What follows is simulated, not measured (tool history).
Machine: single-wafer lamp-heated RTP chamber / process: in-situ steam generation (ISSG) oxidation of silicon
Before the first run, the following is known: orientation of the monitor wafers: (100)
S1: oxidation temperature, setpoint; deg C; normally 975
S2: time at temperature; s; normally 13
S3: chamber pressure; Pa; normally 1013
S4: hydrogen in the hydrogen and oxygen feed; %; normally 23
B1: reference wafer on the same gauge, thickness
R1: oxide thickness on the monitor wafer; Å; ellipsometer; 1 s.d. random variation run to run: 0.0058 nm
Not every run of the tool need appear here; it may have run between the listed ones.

run,hour,S1,S2,S3,S4,B1,R1
1,0.0,975,13,1013,29,3.960,41.21
2,14.7,975,13,1013,29,3.960,41.31
3,41.9,970,13,1013,23,3.958,38.20
4,68.5,975,13,1013,23,3.963,38.79
5,91.3,975,13,1013,17,3.960,35.88
6,109.1,975,14,1013,23,3.958,39.96
7,121.8,975,14,1013,23,3.958,39.93
8,140.0,975,13,1013,23,3.960,38.75
9,164.0,975,13,1013,23,3.961,38.74
10,195.3,975,13,1013,23,3.960,38.77
11,221.5,975,13,1067,28,3.958,40.79
12,241.0,975,13,1067,28,3.959,40.87
13,255.6,975,13,1013,18,3.957,36.53
14,272.7,975,13,1013,23,3.961,38.76
15,286.7,975,13,1013,23,3.959,38.79
16,314.2,975,13,1013,23,3.962,38.89
17,340.3,975,13,1013,23,3.958,39.01
18,371.3,975,17,1013,23,3.960,43.46
# hour 391.6: gauge calibrated
19,401.6,959,13,920,23,3.961,37.06
20,471.8,964,13,920,28,3.958,39.89
21,490.3,983,18,1013,14,3.962,41.01
# hour 510.4: hydrogen flow controller replaced
22,523.4,975,17,947,23,3.957,43.57
# hour 535.0: pyrometer window cleaned and pyrometer calibrated
# hour 544.7: pressure gauge zeroed
23,553.8,991,13,1013,23,3.959,40.74
24,565.9,975,13,1013,23,3.962,38.78
25,592.7,967,13,920,23,3.961,37.68
26,620.8,975,16,1013,23,3.961,42.11
27,645.5,975,13,1013,23,3.960,38.78
28,670.7,962,13,1013,23,3.961,37.35
29,689.8,975,13,1013,23,3.960,38.73
30,707.1,975,9,1067,23,3.963,33.57

The logged runs with the hidden state left out (each run's random variation unchanged):
The tool's hidden condition here consists of: true wafer temperature minus pyrometer reading, K; true pressure minus gauge reading, Torr; deviation of the hydrogen flow from its setpoint, %; gauge reads high (%).
run,R1
1,41.18
2,41.27
3,38.17
4,38.74
5,35.83
6,39.89
7,39.86
8,38.67
9,38.65
10,38.66
11,40.66
12,40.72
13,36.38
14,38.58
15,38.60
16,38.68
17,38.76
18,43.11
19,36.79
20,39.49
21,40.45
22,42.94
23,40.65
24,38.70
25,37.60
26,42.00
27,38.69
28,37.26
29,38.62
30,33.48
